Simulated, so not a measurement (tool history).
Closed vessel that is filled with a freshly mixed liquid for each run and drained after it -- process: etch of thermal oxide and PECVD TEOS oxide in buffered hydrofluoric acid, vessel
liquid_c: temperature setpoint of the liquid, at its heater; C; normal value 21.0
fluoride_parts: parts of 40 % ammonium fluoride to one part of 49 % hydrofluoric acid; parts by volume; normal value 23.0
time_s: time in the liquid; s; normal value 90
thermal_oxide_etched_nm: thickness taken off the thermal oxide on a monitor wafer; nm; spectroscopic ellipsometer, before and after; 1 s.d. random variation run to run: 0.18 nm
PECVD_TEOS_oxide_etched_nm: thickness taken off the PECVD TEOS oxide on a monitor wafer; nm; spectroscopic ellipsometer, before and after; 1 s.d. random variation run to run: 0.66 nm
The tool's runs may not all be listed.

run   hour  liquid_c  fluoride_parts  time_s  read-back film thickness of the thermal oxide reference wafer, read on the same gauge (nm)  read-back film thickness of the PECVD TEOS oxide reference wafer, read on the same gauge (nm)  thermal_oxide_etched_nm  PECVD_TEOS_oxide_etched_nm
  1    0.0      24.0            23.0      90                                                                                      129.99                                                                                          49.99                    47.91                      160.79
  2   21.2      21.0            23.0      90                                                                                      130.01                                                                                          49.99                    40.52                      135.48
      24.5  -- gauge calibrated
      34.4  -- thermometer replaced
  3   49.1      21.0            23.0      90                                                                                      130.01                                                                                          49.99                    40.43                      136.24
  4   74.6      21.0            23.0      90                                                                                      130.01                                                                                          50.00                    40.04                      135.49
  5   93.2      21.0            23.0      90                                                                                      130.04                                                                                          50.01                    40.40                      135.94
  6  118.2      21.0            23.0      90                                                                                      129.97                                                                                          50.00                    40.31                      134.71
  7  142.9      19.5            23.0      90                                                                                      130.04                                                                                          50.00                    37.25                      125.70
  8  178.3      19.5            23.0      90                                                                                      129.99                                                                                          50.00                    37.31                      124.44
     193.2  -- hydrofluoric acid flow meter replaced
  9  203.4      24.0            16.5      65                                                                                      129.97                                                                                          50.02                    46.05                      154.79
 10  224.4      21.0            23.0      90                                                                                      130.04                                                                                          50.02                    40.40                      137.42
 11  241.0      26.0            26.5      40                                                                                      129.99                                                                                          50.00                    21.51                       71.52
 12  264.8      21.0            23.0      90                                                                                      129.99                                                                                          49.98                    40.43                      135.49
 13  299.5      21.0            18.5     130                                                                                      130.02                                                                                          50.01                    69.47                      233.79
 14  323.4      21.0            23.0      90                                                                                      129.96                                                                                          50.00                    40.55                      134.11
 15  343.1      25.5            30.0      45                                                                                      130.02                                                                                          50.01                    21.54                       72.84
 16  368.9      23.5            23.0      90                                                                                      130.00                                                                                          49.99                    46.58                      155.59
 17  389.6      18.5            23.0      50                                                                                      130.01                                                                                          50.01                    19.49                       65.85
 18  416.4      17.5            23.0      90                                                                                      129.98                                                                                          50.01                    33.37                      111.27
 19  429.5      21.0            30.0     130                                                                                      130.02                                                                                          49.99                    48.65                      162.93
 20  450.5      21.0            23.0      90                                                                                      129.98                                                                                          49.99                    40.76                      135.78
 21  552.8      21.0            23.0      90                                                                                      130.03                                                                                          50.00                    40.37                      135.60
 22  571.9      21.0            28.0     115                                                                                      129.97                                                                                          49.99                    45.10                      152.71
 23  586.9      21.0            23.0      90                                                                                      129.96                                                                                          50.00                    40.49                      136.72
 24  613.4      24.0            27.0     115                                                                                      130.02                                                                                          50.00                    54.52                      182.66
 25  647.4      21.0            23.0      90                                                                                      130.00                                                                                          50.00                    40.18                      135.68
 26  676.1      21.0            23.0      75                                                                                      130.02                                                                                          50.00                    33.76                      114.11

Here are 4 independent what-if runs from the current tool condition. What would each one return?
  A  676.8      21.0            23.0      90                                                                                           ?                                                                                              ?                        ?                           ?
  B  676.8      21.0            23.0     140                                                                                           ?                                                                                              ?                        ?                           ?
  C  676.8      21.0            16.0      90                                                                                           ?                                                                                              ?                        ?                           ?
  D  676.8      21.0            23.0     105                                                                                           ?                                                                                              ?                        ?                           ?

run  read-back film thickness of the thermal oxide reference wafer, read on the same gauge (nm)  read-back film thickness of the PECVD TEOS oxide reference wafer, read on the same gauge (nm)  thermal_oxide_etched_nm  PECVD_TEOS_oxide_etched_nm
  A                                                                                      129.98                                                                                          49.99                    40.06                      135.30
  B                                                                                      129.98                                                                                          49.99                    62.31                      210.46
  C                                                                                      129.98                                                                                          49.99                    54.97                      185.67
  D                                                                                      129.98                                                                                          49.99                    46.74                      157.84
With the hidden condition removed and each run's random variation left untouched, the same runs would have given:
run  thermal_oxide_etched_nm  PECVD_TEOS_oxide_etched_nm
  A                    40.06                      135.30
  B                    62.31                      210.46
  C                    54.97                      185.67
  D                    46.74                      157.84

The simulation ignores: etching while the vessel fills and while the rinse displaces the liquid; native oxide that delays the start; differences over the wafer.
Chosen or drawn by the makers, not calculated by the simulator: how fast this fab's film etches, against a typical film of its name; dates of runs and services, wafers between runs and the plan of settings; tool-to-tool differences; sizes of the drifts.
